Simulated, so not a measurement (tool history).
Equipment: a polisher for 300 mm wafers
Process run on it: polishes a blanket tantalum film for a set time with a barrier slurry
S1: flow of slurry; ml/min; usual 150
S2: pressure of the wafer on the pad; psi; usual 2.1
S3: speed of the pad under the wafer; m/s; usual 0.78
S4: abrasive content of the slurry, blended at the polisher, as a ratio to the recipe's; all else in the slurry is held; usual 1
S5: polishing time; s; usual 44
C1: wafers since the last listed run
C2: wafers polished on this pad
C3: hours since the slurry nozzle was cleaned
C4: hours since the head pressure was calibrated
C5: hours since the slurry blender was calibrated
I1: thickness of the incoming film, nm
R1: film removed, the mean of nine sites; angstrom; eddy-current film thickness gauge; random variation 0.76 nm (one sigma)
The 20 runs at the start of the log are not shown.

run    hour   S1   S2    S3    S4  S5   C1    C2     C3      C4     C5     I1   R1
 21  1177.5  150  2.1     1  1.15  44  428  2301  445.7   643.9  346.4    433  777
 22  1243.9  150  2.1  0.78     1  39  558  2859  512.1   710.3  412.8  435.3  521
 23  1276.2  105  2.1  0.96     1  44  271  3131  544.4   742.6  445.1  421.5  685
     1320.4  -- slurry blender recalibrated
 24  1320.9  150  2.1  0.78     1  44  359  3490  589.1   787.3    0.5  436.3  574
 25  1358.9  150  1.5   0.5     1  36  319  3810  627.1   825.3   38.5  424.8  215
 26  1384.6  150  2.1  0.78   1.1  54  216  4026  652.8     851   64.2  423.2  703
     1434.8  -- slurry nozzle cleaned
 27  1439.3  120  1.7  1.02     1  44  451  4478    4.5   905.7  118.9  421.4  623
     1466.7  -- worn pad replaced by a new one
 28  1467.2  150  2.1  0.78   0.7  44  201     3   32.4   933.6  146.8  432.8  506
 29  1515.5  150  2.4  0.86     1  44  406   410   80.7   981.9  195.1  426.4  762
 30  1559.5  150  2.1  0.78     1  44  370   780  124.7  1025.9  239.1  426.6  595

Consider 4 possible next runs. They are alternatives, not a sequence: every one starts from the tool as it was left by run 30. What does each give?
  A  1559.9  150  2.1  0.78  1.1  44   3  783  125.1  1026.3  239.5  430.7   ?
  B  1559.9  190  2.1  1.02    1  44   3  783  125.1  1026.3  239.5  430.7   ?
  C  1559.9  150  2.1  0.86    1  55   3  783  125.1  1026.3  239.5  430.7   ?
  D  1559.9  195  2.5  0.78    1  44   3  783  125.1  1026.3  239.5  430.7   ?

run   R1
  A  611
  B  794
  C  815
  D  721
The same runs, with their run-to-run variation unchanged, on a tool lacking any hidden condition would have given:
run   R1
  A  615
  B  799
  C  821
  D  725
